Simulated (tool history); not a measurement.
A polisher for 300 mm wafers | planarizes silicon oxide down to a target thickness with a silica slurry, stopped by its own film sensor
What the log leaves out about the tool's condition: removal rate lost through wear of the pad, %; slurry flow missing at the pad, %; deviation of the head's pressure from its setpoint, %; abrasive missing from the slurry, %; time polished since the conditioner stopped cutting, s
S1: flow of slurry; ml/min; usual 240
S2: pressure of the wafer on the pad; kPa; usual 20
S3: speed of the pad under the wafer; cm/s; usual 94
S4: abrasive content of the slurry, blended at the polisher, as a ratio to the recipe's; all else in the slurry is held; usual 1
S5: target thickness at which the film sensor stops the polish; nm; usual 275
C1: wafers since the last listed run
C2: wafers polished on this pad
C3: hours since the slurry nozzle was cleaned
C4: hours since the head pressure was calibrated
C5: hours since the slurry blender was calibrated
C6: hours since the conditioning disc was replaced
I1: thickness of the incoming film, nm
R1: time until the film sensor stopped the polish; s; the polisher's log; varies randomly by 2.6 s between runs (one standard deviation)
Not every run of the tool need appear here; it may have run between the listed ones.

{"run": 1, "day": 0.0, "S1": 240, "S2": 20, "S3": 120, "S4": 1, "S5": 275, "C1": 0, "C2": 777, "C3": 258.5, "C4": 907.8, "C5": 232.1, "C6": 231.5, "I1": 555.5, "R1": 116.5}
{"run": 2, "day": 1.088, "S1": 240, "S2": 20, "S3": 120, "S4": 1, "S5": 275, "C1": 181, "C2": 959, "C3": 284.6, "C4": 933.9, "C5": 258.2, "C6": 257.6, "I1": 552.6, "R1": 119.3}
{"day": 2.379, "done": "worn pad replaced by a new one"}
{"run": 3, "day": 2.4, "S1": 240, "S2": 20, "S3": 78, "S4": 1, "S5": 275, "C1": 191, "C2": 3, "C3": 316.1, "C4": 965.4, "C5": 289.7, "C6": 289.1, "I1": 547.1, "R1": 151.2}
{"run": 4, "day": 3.267, "S1": 240, "S2": 20, "S3": 94, "S4": 1, "S5": 275, "C1": 144, "C2": 148, "C3": 336.9, "C4": 986.2, "C5": 310.5, "C6": 309.9, "I1": 553.3, "R1": 141.5}
{"run": 5, "day": 3.842, "S1": 240, "S2": 20, "S3": 94, "S4": 1, "S5": 275, "C1": 96, "C2": 244, "C3": 350.7, "C4": 1000, "C5": 324.3, "C6": 323.7, "I1": 547.2, "R1": 135.5}
{"run": 6, "day": 7.104, "S1": 185, "S2": 20, "S3": 94, "S4": 1, "S5": 275, "C1": 544, "C2": 789, "C3": 429, "C4": 1078.3, "C5": 402.6, "C6": 402, "I1": 549.5, "R1": 141.5}
{"day": 7.592, "done": "slurry blender recalibrated"}
{"day": 7.604, "done": "conditioning disc replaced and pad reconditioned"}
{"run": 7, "day": 8.104, "S1": 185, "S2": 20, "S3": 94, "S4": 1, "S5": 275, "C1": 151, "C2": 940, "C3": 453, "C4": 1102.3, "C5": 12.3, "C6": 12, "I1": 551.6, "R1": 143.1}
{"run": 8, "day": 8.767, "S1": 240, "S2": 17.2, "S3": 94, "S4": 1, "S5": 275, "C1": 110, "C2": 1050, "C3": 468.9, "C4": 1118.2, "C5": 28.2, "C6": 27.9, "I1": 548.3, "R1": 150.2}
{"day": 10.154, "done": "worn pad replaced by a new one"}
{"run": 9, "day": 10.212, "S1": 240, "S2": 17.2, "S3": 94, "S4": 1, "S5": 275, "C1": 213, "C2": 9, "C3": 503.6, "C4": 1152.9, "C5": 62.9, "C6": 62.6, "I1": 549.8, "R1": 151.6}
{"run": 10, "day": 13.075, "S1": 240, "S2": 17.2, "S3": 94, "S4": 1, "S5": 275, "C1": 477, "C2": 487, "C3": 572.3, "C4": 1221.6, "C5": 131.6, "C6": 131.3, "I1": 548.3, "R1": 145}
{"run": 11, "day": 13.604, "S1": 240, "S2": 20, "S3": 94, "S4": 1, "S5": 275, "C1": 88, "C2": 575, "C3": 585, "C4": 1234.3, "C5": 144.3, "C6": 144, "I1": 556.8, "R1": 140.7}
{"run": 12, "day": 14.6, "S1": 240, "S2": 20, "S3": 94, "S4": 1, "S5": 275, "C1": 166, "C2": 742, "C3": 608.9, "C4": 1258.2, "C5": 168.2, "C6": 167.9, "I1": 551.2, "R1": 137.4}
{"run": 13, "day": 15.971, "S1": 315, "S2": 14.5, "S3": 94, "S4": 1.15, "S5": 328, "C1": 228, "C2": 971, "C3": 641.8, "C4": 1291.1, "C5": 201.1, "C6": 200.8, "I1": 554.1, "R1": 136}
{"day": 17.625, "done": "worn pad replaced by a new one"}
{"run": 14, "day": 20.417, "S1": 240, "S2": 26.9, "S3": 94, "S4": 1, "S5": 275, "C1": 714, "C2": 466, "C3": 748.5, "C4": 1397.8, "C5": 307.8, "C6": 307.5, "I1": 550.4, "R1": 111.8}
{"day": 21.829, "done": "slurry nozzle cleaned"}
{"day": 21.892, "done": "slurry blender recalibrated"}
{"run": 15, "day": 21.912, "S1": 240, "S2": 20, "S3": 94, "S4": 1, "S5": 275, "C1": 232, "C2": 698, "C3": 2, "C4": 1433.7, "C5": 0.5, "C6": 343.4, "I1": 547.4, "R1": 143.7}
{"day": 22.062, "done": "head pressure recalibrated"}
{"run": 16, "day": 23.192, "S1": 240, "S2": 20, "S3": 64, "S4": 1, "S5": 180, "C1": 199, "C2": 897, "C3": 32.7, "C4": 27.1, "C5": 31.2, "C6": 374.1, "I1": 553.6, "R1": 238.5}
{"day": 23.567, "done": "conditioning disc replaced and pad reconditioned"}
{"run": 17, "day": 24.625, "S1": 215, "S2": 15.9, "S3": 94, "S4": 1, "S5": 275, "C1": 225, "C2": 1123, "C3": 67.1, "C4": 61.5, "C5": 65.6, "C6": 25.4, "I1": 542, "R1": 159.6}
{"day": 25.196, "done": "worn pad replaced by a new one"}
{"run": 18, "day": 25.554, "S1": 240, "S2": 20, "S3": 94, "S4": 1.25, "S5": 337, "C1": 127, "C2": 59, "C3": 89.4, "C4": 83.8, "C5": 87.9, "C6": 47.7, "I1": 549, "R1": 97.9}
{"run": 19, "day": 26.625, "S1": 185, "S2": 20, "S3": 104, "S4": 1, "S5": 275, "C1": 178, "C2": 238, "C3": 115.1, "C4": 109.5, "C5": 113.6, "C6": 73.4, "I1": 555.1, "R1": 132.7}
{"run": 20, "day": 27.817, "S1": 275, "S2": 20, "S3": 94, "S4": 1, "S5": 275, "C1": 198, "C2": 437, "C3": 143.7, "C4": 138.1, "C5": 142.2, "C6": 102, "I1": 556.6, "R1": 136.7}
{"run": 21, "day": 28.608, "S1": 290, "S2": 20, "S3": 82, "S4": 1, "S5": 222, "C1": 132, "C2": 569, "C3": 162.7, "C4": 157.1, "C5": 161.2, "C6": 121, "I1": 549.5, "R1": 183.9}
{"run": 22, "day": 29.683, "S1": 240, "S2": 20, "S3": 94, "S4": 1, "S5": 275, "C1": 179, "C2": 749, "C3": 188.5, "C4": 182.9, "C5": 187, "C6": 146.8, "I1": 555.9, "R1": 139}
{"run": 23, "day": 30.671, "S1": 240, "S2": 20, "S3": 94, "S4": 1, "S5": 275, "C1": 164, "C2": 914, "C3": 212.2, "C4": 206.6, "C5": 210.7, "C6": 170.5, "I1": 542.1, "R1": 136}
{"run": 24, "day": 31.512, "S1": 210, "S2": 20, "S3": 122, "S4": 1, "S5": 275, "C1": 140, "C2": 1054, "C3": 232.4, "C4": 226.8, "C5": 230.9, "C6": 190.7, "I1": 552.1, "R1": 115.1}
{"run": 25, "day": 32.162, "S1": 175, "S2": 20, "S3": 94, "S4": 1, "S5": 304, "C1": 108, "C2": 1163, "C3": 248, "C4": 242.4, "C5": 246.5, "C6": 206.3, "I1": 558.9, "R1": 134.3}

Hidden condition of the tool, last listed run before each entry between runs versus first listed run after:
Between runs 2 and 3: worn pad replaced by a new one (day 2.379)
  nothing in the hidden state changes from one run to the other
Between runs 6 and 7: slurry blender recalibrated (day 7.592); conditioning disc replaced and pad reconditioned (day 7.604)
  nothing in the hidden state changes from one run to the other
Between runs 8 and 9: worn pad replaced by a new one (day 10.154)
  nothing in the hidden state changes from one run to the other
Between runs 13 and 14: worn pad replaced by a new one (day 17.625)
  nothing in the hidden state changes from one run to the other
Between runs 14 and 15: slurry nozzle cleaned (day 21.829); slurry blender recalibrated (day 21.892)
  nothing in the hidden state changes from one run to the other
Between runs 15 and 16: head pressure recalibrated (day 22.062)
  nothing in the hidden state changes from one run to the other
Between runs 16 and 17: conditioning disc replaced and pad reconditioned (day 23.567)
  nothing in the hidden state changes from one run to the other
Between runs 17 and 18: worn pad replaced by a new one (day 25.196)
  nothing in the hidden state changes from one run to the other
